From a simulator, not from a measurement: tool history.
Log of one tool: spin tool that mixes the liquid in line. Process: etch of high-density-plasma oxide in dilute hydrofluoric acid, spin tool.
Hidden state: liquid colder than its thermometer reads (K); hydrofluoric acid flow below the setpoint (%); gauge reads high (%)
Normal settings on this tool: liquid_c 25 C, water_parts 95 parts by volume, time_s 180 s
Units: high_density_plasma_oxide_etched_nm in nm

run   hour  liquid_c  water_parts  time_s  wafers since the last listed run  hours since the thermometer was replaced  hours since the hydrofluoric acid flow meter was replaced  hours since the gauge calibration  read-back film thickness of the high-density-plasma oxide reference wafer, read on the same gauge (nm)  high_density_plasma_oxide_etched_nm
  1      0        25           95     180                                 0                                    1494.4                                                     1948.2                               54.1                                                                                                     120                                12.62
  2   91.5        25           95     180                               495                                    1585.9                                                     2039.7                              145.6                                                                                                  119.99                                12.54
  3  123.3        25           95     180                               172                                    1617.7                                                     2071.5                              177.4                                                                                                     120                                 12.5
  4  186.4        25           70     180                               341                                    1680.8                                                     2134.6                              240.5                                                                                                  120.04                                17.64
  5  228.4        25           70     180                               227                                    1722.8                                                     2176.6                              282.5                                                                                                  120.05                                17.58
  6  254.5        25           95     180                               141                                    1748.9                                                     2202.7                              308.6                                                                                                  119.99                                12.37
  7  297.7        25          105     145                               233                                    1792.1                                                     2245.9                              351.8                                                                                                  119.99                                 9.04
  8  368.9        25          105     145                               385                                    1863.3                                                     2317.1                                423                                                                                                     120                                 8.92
  9  398.7        25           95     180                               161                                    1893.1                                                     2346.9                              452.8                                                                                                  119.99                                 12.3
 10  438.9        25           95     180                               217                                    1933.3                                                     2387.1                                493                                                                                                  120.02                                12.47
 11  499.2        25           95     180                               326                                    1993.6                                                     2447.4                              553.3                                                                                                  119.95                                12.39
 12  552.5        25           95     180                               288                                    2046.9                                                     2500.7                              606.6                                                                                                     120                                12.38
 13    599        25           95     180                               251                                    2093.4                                                     2547.2                              653.1                                                                                                     120                                12.25
     641.2  -- hydrofluoric acid flow meter replaced
 14  654.2      26.5           65     180                               293                                    2148.6                                                         13                              708.3                                                                                                  119.97                                19.75
 15  814.9      26.5           65     180                               870                                    2309.3                                                      173.7                                869                                                                                                  119.99                                19.65
 16  870.1      26.5           65     180                               298                                    2364.5                                                      228.9                              924.2                                                                                                  119.97                                19.63
 17  932.2        27           95     180                               336                                    2426.6                                                        291                              986.3                                                                                                  119.96                                13.21

What will run 18 give?
     963.3  -- gauge calibrated
 18  984.4      27.5           55      95                               282                                    2478.8                                                      343.2                               21.1                                                                                                       ?                                    ?

Run 18 gave read-back film thickness of the high-density-plasma oxide reference wafer, read on the same gauge (nm) 120, high_density_plasma_oxide_etched_nm 12.97 nm.
Were there no unlogged condition in the tool, this run, its random variation unchanged, would have produced high_density_plasma_oxide_etched_nm 14.21 nm.

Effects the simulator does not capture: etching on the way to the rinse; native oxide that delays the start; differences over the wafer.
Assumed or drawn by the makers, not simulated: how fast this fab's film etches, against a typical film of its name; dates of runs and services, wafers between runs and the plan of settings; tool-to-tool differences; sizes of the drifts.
